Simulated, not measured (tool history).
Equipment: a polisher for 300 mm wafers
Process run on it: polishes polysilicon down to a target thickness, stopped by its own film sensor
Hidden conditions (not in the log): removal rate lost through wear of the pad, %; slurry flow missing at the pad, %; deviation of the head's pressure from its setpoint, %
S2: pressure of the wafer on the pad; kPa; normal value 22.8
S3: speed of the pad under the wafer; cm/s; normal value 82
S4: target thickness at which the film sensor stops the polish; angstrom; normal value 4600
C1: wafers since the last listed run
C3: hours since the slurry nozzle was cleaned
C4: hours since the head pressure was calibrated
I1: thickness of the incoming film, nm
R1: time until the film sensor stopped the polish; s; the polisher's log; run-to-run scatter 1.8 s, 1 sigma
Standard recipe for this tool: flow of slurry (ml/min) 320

Run 1, day 0: usual settings; C1 0; wafers polished on this pad 3932; C3 176; C4 455.7; I1 1203.4. Result: R1 115.1 s.
Run 2, day 3.196: usual settings; C1 648; wafers polished on this pad 4581; C3 252.7; C4 532.4; I1 1202.7. Result: R1 113.8 s.
At day 5.467: head pressure recalibrated.
Run 3, day 7.162: usual settings; C1 787; wafers polished on this pad 5369; C3 347.9; C4 40.7; I1 1211.2. Result: R1 116.2 s.
At day 7.554: worn pad replaced by a new one.
Run 4, day 11.117: usual settings; C1 768; wafers polished on this pad 723; C3 442.8; C4 135.6; I1 1223.9. Result: R1 118.4 s.
Run 5, day 13.217: usual settings but S2 19.3 kPa; C1 426; wafers polished on this pad 1149; C3 493.2; C4 186; I1 1191.5. Result: R1 131.7 s.
Run 6, day 14.908: usual settings but S2 19.3 kPa; C1 343; wafers polished on this pad 1492; C3 533.8; C4 226.6; I1 1205.1. Result: R1 134.8 s.
Run 7, day 21.304: usual settings but S2 19.3 kPa; C1 1297; wafers polished on this pad 2790; C3 687.3; C4 380.1; I1 1221.3. Result: R1 138.7 s.
Run 8, day 22.817: usual settings; C1 306; wafers polished on this pad 3097; C3 723.6; C4 416.4; I1 1212.1. Result: R1 115.3 s.
At day 24: slurry nozzle cleaned.
Run 9, day 26.779: usual settings but flow of slurry (ml/min) 380, S2 20 kPa; C1 795; wafers polished on this pad 3892; C3 66.7; C4 511.5; I1 1179.7. Result: R1 128.5 s.
Run 10, day 30.921: usual settings but flow of slurry (ml/min) 380, S2 20 kPa; C1 840; wafers polished on this pad 4733; C3 166.1; C4 610.9; I1 1183.6. Result: R1 126.2 s.
At day 32.896: head pressure recalibrated.
Run 11, day 33.275: usual settings; C1 460; wafers polished on this pad 5193; C3 222.6; C4 9.1; I1 1182.5. Result: R1 111.5 s.
At day 35.717: worn pad replaced by a new one.
Run 12, day 36.404: usual settings; C1 601; wafers polished on this pad 139; C3 297.7; C4 84.2; I1 1218.6. Result: R1 119.8 s.
Run 13, day 40.267: usual settings but flow of slurry (ml/min) 400; C1 783; wafers polished on this pad 923; C3 390.4; C4 176.9; I1 1182.5. Result: R1 111.7 s.
Run 14, day 43.471: usual settings but flow of slurry (ml/min) 400; C1 650; wafers polished on this pad 1573; C3 467.3; C4 253.8; I1 1218.9. Result: R1 114.9 s.
Run 15, day 46.908: usual settings; C1 697; wafers polished on this pad 2271; C3 549.8; C4 336.3; I1 1199.5. Result: R1 113.7 s.
Run 16, day 50.592: usual settings but flow of slurry (ml/min) 250, S2 28.3 kPa, S3 94 cm/s; C1 747; wafers polished on this pad 3018; C3 638.2; C4 424.7; I1 1201.2. Result: R1 84 s.
Run 17, day 52.562: usual settings but flow of slurry (ml/min) 285, S2 15.2 kPa, S3 70 cm/s; C1 399; wafers polished on this pad 3418; C3 685.5; C4 472; I1 1193.8. Result: R1 201.8 s.
At day 55.679: slurry nozzle cleaned.
Run 18, day 56.008: usual settings but S2 28.3 kPa, S3 90 cm/s; C1 690; wafers polished on this pad 4109; C3 7.9; C4 554.7; I1 1189.9. Result: R1 83.3 s.
At day 56.25: head pressure recalibrated.
Run 19, day 59.796: usual settings but flow of slurry (ml/min) 290, S2 26.9 kPa; C1 751; wafers polished on this pad 4860; C3 98.8; C4 85.1; I1 1190.4. Result: R1 96.3 s.
Run 20, day 62.638: usual settings; C1 576; wafers polished on this pad 5437; C3 167; C4 153.3; I1 1215.7. Result: R1 114.5 s.
At day 64.392: worn pad replaced by a new one.
Run 21, day 66.429: usual settings; C1 735; wafers polished on this pad 413; C3 258; C4 244.3; I1 1190.1. Result: R1 115.8 s.
Run 22, day 70.208: usual settings but flow of slurry (ml/min) 410, S3 92 cm/s, S4 2160 angstrom; C1 766; wafers polished on this pad 1180; C3 348.7; C4 335; I1 1181.9. Result: R1 130 s.
Run 23, day 72.362: usual settings but S2 19.3 kPa, S3 96 cm/s, S4 2950 angstrom; C1 437; wafers polished on this pad 1617; C3 400.4; C4 386.7; I1 1214.5. Result: R1 142.1 s.
Run 24, day 74.138: usual settings but flow of slurry (ml/min) 245, S2 30.3 kPa, S3 60 cm/s, S4 2350 angstrom; C1 360; wafers polished on this pad 1977; C3 443; C4 429.3; I1 1189.3. Result: R1 150.1 s.
Run 25, day 75.704: usual settings; C1 317; wafers polished on this pad 2295; C3 480.6; C4 466.9; I1 1192.2. Result: R1 114 s.
Run 26, day 78.504: usual settings but S2 15.9 kPa, S3 64 cm/s, S4 2960 angstrom; C1 568; wafers polished on this pad 2863; C3 547.8; C4 534.1; I1 1193.5. Result: R1 259.8 s.
At day 80.921: slurry nozzle cleaned.
Run 27, day 82.667: usual settings but flow of slurry (ml/min) 215, S2 20.7 kPa; C1 836; wafers polished on this pad 3699; C3 41.9; C4 634; I1 1205.5. Result: R1 133 s.
At day 84.354: head pressure recalibrated.
Run 28, day 87.021: usual settings but flow of slurry (ml/min) 210, S2 15.9 kPa; C1 866; wafers polished on this pad 4566; C3 146.4; C4 64; I1 1196.5. Result: R1 169.5 s.
At day 87.717: worn pad replaced by a new one.
Run 29, day 90.496: usual settings but S2 26.9 kPa, S3 62 cm/s; C1 671; wafers polished on this pad 563; C3 229.8; C4 147.4; I1 1208.8. Result: R1 129.9 s.
Run 30, day 92.771: usual settings but flow of slurry (ml/min) 285, S2 26.2 kPa, S3 92 cm/s; C1 461; wafers polished on this pad 1025; C3 284.4; C4 202; I1 1197.5. Result: R1 90.1 s.
Run 31, day 96.988: usual settings but S2 17.2 kPa; C1 855; wafers polished on this pad 1881; C3 385.6; C4 303.2; I1 1204.3. Result: R1 153.6 s.
Run 32, day 100.796: usual settings but S2 15.2 kPa, S4 2230 angstrom; C1 772; wafers polished on this pad 2653; C3 477; C4 394.6; I1 1196.2. Result: R1 226.1 s.
Run 33, day 105.179: usual settings; C1 889; wafers polished on this pad 3543; C3 582.2; C4 499.8; I1 1196.2. Result: R1 116.6 s.
Run 34, day 106.708: usual settings but flow of slurry (ml/min) 395, S3 104 cm/s; C1 310; wafers polished on this pad 3853; C3 618.9; C4 536.5; I1 1205. Result: R1 86.5 s.
At day 108.696: slurry nozzle cleaned.
Run 35, day 110.383: usual settings but S2 25.5 kPa, S4 6630 angstrom; C1 737; wafers polished on this pad 4590; C3 40.5; C4 624.7; I1 1211.3. Result: R1 75.3 s.

Across each entry between runs, compare the hidden state at the last listed run before it with the hidden state at the first listed run after it:
From run 2 to run 3: head pressure recalibrated (day 5.467)
  no difference in the tool's unlogged condition between these two runs
From run 3 to run 4: worn pad replaced by a new one (day 7.554)
  no difference in the tool's unlogged condition between these two runs
From run 8 to run 9: slurry nozzle cleaned (day 24)
  no difference in the tool's unlogged condition between these two runs
From run 10 to run 11: head pressure recalibrated (day 32.896)
  no difference in the tool's unlogged condition between these two runs
From run 11 to run 12: worn pad replaced by a new one (day 35.717)
  no difference in the tool's unlogged condition between these two runs
From run 17 to run 18: slurry nozzle cleaned (day 55.679)
  no difference in the tool's unlogged condition between these two runs
From run 18 to run 19: head pressure recalibrated (day 56.25)
  no difference in the tool's unlogged condition between these two runs
From run 20 to run 21: worn pad replaced by a new one (day 64.392)
  no difference in the tool's unlogged condition between these two runs
From run 26 to run 27: slurry nozzle cleaned (day 80.921)
  no difference in the tool's unlogged condition between these two runs
From run 27 to run 28: head pressure recalibrated (day 84.354)
  no difference in the tool's unlogged condition between these two runs
From run 28 to run 29: worn pad replaced by a new one (day 87.717)
  no difference in the tool's unlogged condition between these two runs
From run 34 to run 35: slurry nozzle cleaned (day 108.696)
  no difference in the tool's unlogged condition between these two runs
